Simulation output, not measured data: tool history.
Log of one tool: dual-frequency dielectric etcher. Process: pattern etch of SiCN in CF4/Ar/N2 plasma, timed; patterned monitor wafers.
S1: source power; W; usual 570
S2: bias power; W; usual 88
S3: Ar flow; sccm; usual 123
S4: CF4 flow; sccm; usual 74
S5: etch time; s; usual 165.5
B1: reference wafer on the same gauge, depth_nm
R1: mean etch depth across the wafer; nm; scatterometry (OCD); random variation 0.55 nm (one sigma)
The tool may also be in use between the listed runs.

run 1 hour=0.0 | S1=570 S2=88 S3=123 S4=74 S5=165.5 | B1=158.9 | R1=166.5
-- hour=11.8 CF4 flow controller replaced
run 2 hour=12.3 | S1=570 S2=77 S3=123 S4=74 S5=165.5 | B1=158.9 | R1=160.0
run 3 hour=23.5 | S1=570 S2=77 S3=123 S4=74 S5=165.5 | B1=159.0 | R1=159.7
-- hour=37.2 source power generator calibrated
run 4 hour=37.7 | S1=570 S2=88 S3=123 S4=74 S5=165.5 | B1=159.0 | R1=166.2
run 5 hour=47.7 | S1=570 S2=88 S3=123 S4=74 S5=165.5 | B1=159.1 | R1=165.6
run 6 hour=61.0 | S1=570 S2=103 S3=113 S4=74 S5=165.5 | B1=159.0 | R1=175.2
run 7 hour=68.7 | S1=570 S2=88 S3=102 S4=60 S5=165.5 | B1=158.9 | R1=165.3
-- hour=75.1 gauge calibrated
-- hour=91.5 Ar flow controller replaced
-- hour=94.7 upper electrode replaced
run 8 hour=95.2 | S1=570 S2=88 S3=123 S4=74 S5=165.5 | B1=159.1 | R1=164.7
run 9 hour=95.6 | S1=570 S2=88 S3=123 S4=74 S5=165.5 | B1=159.1 | R1=166.1
run 10 hour=100.2 | S1=480 S2=88 S3=110 S4=74 S5=165.5 | B1=159.0 | R1=147.4
run 11 hour=117.3 | S1=570 S2=88 S3=123 S4=74 S5=165.5 | B1=159.0 | R1=165.9
-- hour=128.3 bias power generator calibrated
run 12 hour=132.0 | S1=570 S2=88 S3=137 S4=74 S5=165.5 | B1=159.1 | R1=163.1
run 13 hour=143.0 | S1=700 S2=97 S3=134 S4=74 S5=138.5 | B1=159.0 | R1=164.0
-- hour=172.4 wet clean of the chamber
run 14 hour=172.9 | S1=480 S2=70 S3=132 S4=65 S5=165.5 | B1=159.1 | R1=135.5
run 15 hour=173.2 | S1=570 S2=70 S3=110 S4=68 S5=208.5 | B1=159.0 | R1=200.8
run 16 hour=192.6 | S1=570 S2=88 S3=123 S4=88 S5=165.5 | B1=159.0 | R1=172.6
run 17 hour=203.3 | S1=570 S2=88 S3=143 S4=74 S5=210.5 | B1=158.9 | R1=210.2
run 18 hour=228.5 | S1=440 S2=88 S3=123 S4=68 S5=165.5 | B1=158.9 | R1=137.2
run 19 hour=238.1 | S1=460 S2=103 S3=102 S4=74 S5=165.5 | B1=159.0 | R1=153.5
run 20 hour=244.7 | S1=570 S2=81 S3=132 S4=82 S5=165.5 | B1=158.9 | R1=165.2
run 21 hour=253.7 | S1=520 S2=88 S3=112 S4=89 S5=165.5 | B1=159.1 | R1=162.0

4 ways to go on from here, each from the tool as it stands after run 21. What would each give?
run A hour=254.2 | S1=570 S2=88 S3=123 S4=74 S5=165.5 | B1=? | R1=?
run B hour=254.2 | S1=570 S2=88 S3=93 S4=74 S5=136.0 | B1=? | R1=?
run C hour=254.2 | S1=570 S2=95 S3=123 S4=57 S5=165.5 | B1=? | R1=?
run D hour=254.2 | S1=570 S2=79 S3=123 S4=74 S5=165.5 | B1=? | R1=?

run=A B1=159.0 R1=168.1
run=B B1=159.0 R1=142.6
run=C B1=159.0 R1=166.6
run=D B1=159.0 R1=163.1
Without the tool's hidden state the same runs would have given:
run=A R1=168.1
run=B R1=142.6
run=C R1=166.6
run=D R1=163.1
